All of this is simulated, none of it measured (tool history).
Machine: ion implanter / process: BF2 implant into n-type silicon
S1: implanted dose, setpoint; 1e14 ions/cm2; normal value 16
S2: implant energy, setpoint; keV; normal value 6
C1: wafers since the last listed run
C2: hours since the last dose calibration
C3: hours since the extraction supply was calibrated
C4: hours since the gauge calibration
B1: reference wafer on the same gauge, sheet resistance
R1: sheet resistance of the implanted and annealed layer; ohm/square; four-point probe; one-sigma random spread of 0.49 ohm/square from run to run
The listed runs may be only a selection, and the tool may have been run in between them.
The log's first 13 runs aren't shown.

| run | hour | S1 | S2 | C1 | C2 | C3 | C4 | B1 | R1 |
|---|---|---|---|---|---|---|---|---|---|
| 14 | 218.8 | 16 | 6 | 406 | 1273.9 | 64.9 | 60.2 | 327.96 | 324.79 |
| 15 | 234.5 | 16 | 6 | 193 | 1289.6 | 80.6 | 75.9 | 328.04 | 325.42 |
| 16 | 247.9 | 16 | 6 | 165 | 1303 | 94 | 89.3 | 327.89 | 325.91 |
| 17 | 261.7 | 16 | 6 | 170 | 1316.8 | 107.8 | 103.1 | 327.89 | 325.25 |
| 18 | 269.5 | 18.22 | 7 | 96 | 1324.6 | 115.6 | 110.9 | 327.88 | 302.65 |
| 19 | 281.1 | 12.33 | 5 | 143 | 1336.2 | 127.2 | 122.5 | 327.97 | 356.93 |
| 20 | 296.8 | 17.85 | 5.5 | 193 | 1351.9 | 142.9 | 138.2 | 327.9 | 331.17 |
| 21 | 303.3 | 16 | 6 | 80 | 1358.4 | 149.4 | 144.7 | 328.11 | 324.75 |
| 22 | 318.1 | 18.34 | 7.5 | 182 | 1373.2 | 164.2 | 159.5 | 328.23 | 294.47 |
| 23 | 333.8 | 12.88 | 7 | 193 | 1388.9 | 179.9 | 175.2 | 327.84 | 316.06 |
| 24 | 351.7 | 16 | 6 | 220 | 1406.8 | 197.8 | 193.1 | 328.06 | 325.22 |
| 25 | 362.1 | 13.63 | 7 | 128 | 1417.2 | 208.2 | 203.5 | 327.86 | 313.26 |
|  | 378.9 | Faraday cup replaced and dose calibrated |
| 26 | 379.4 | 20.03 | 4.5 | 114 | 0.5 | 225.5 | 220.8 | 328.15 | 351.91 |
| 27 | 391.7 | 16 | 6 | 151 | 12.8 | 237.8 | 233.1 | 327.9 | 324.81 |
| 28 | 399.8 | 17.28 | 6.5 | 99 | 20.9 | 245.9 | 241.2 | 327.75 | 312.73 |
| 29 | 431.5 | 16 | 7.5 | 391 | 52.6 | 277.6 | 272.9 | 327.96 | 299 |
| 30 | 442.4 | 13.91 | 5.5 | 134 | 63.5 | 288.5 | 283.8 | 327.99 | 341.32 |
| 31 | 456.5 | 16 | 5 | 174 | 77.6 | 302.6 | 297.9 | 327.79 | 347.05 |
| 32 | 471.1 | 13.33 | 7.5 | 180 | 92.2 | 317.2 | 312.5 | 327.95 | 305.99 |
| 33 | 488.6 | 12.48 | 8 | 215 | 109.7 | 334.7 | 330 | 327.9 | 300.85 |
| 34 | 498.3 | 11.88 | 4.5 | 119 | 119.4 | 344.4 | 339.7 | 328.31 | 371.87 |

Consider 4 possible next runs. They are alternatives, not a sequence: every one starts from the tool as it was left by run 34. What does each give?
| A | 498.7 | 16 | 4 | 4 | 119.8 | 344.8 | 340.1 | ? | ? |
| B | 498.7 | 11.48 | 6 | 4 | 119.8 | 344.8 | 340.1 | ? | ? |
| C | 498.7 | 17.56 | 7.5 | 4 | 119.8 | 344.8 | 340.1 | ? | ? |
| D | 498.7 | 11.94 | 6 | 4 | 119.8 | 344.8 | 340.1 | ? | ? |

| run | B1 | R1 |
|---|---|---|
| A | 327.98 | 374.11 |
| B | 327.98 | 336.96 |
| C | 327.98 | 295.43 |
| D | 327.98 | 335.27 |
Without the tool's hidden state the same runs would have given:
| run | R1 |
|---|---|
| A | 374.11 |
| B | 336.96 |
| C | 295.43 |
| D | 335.27 |
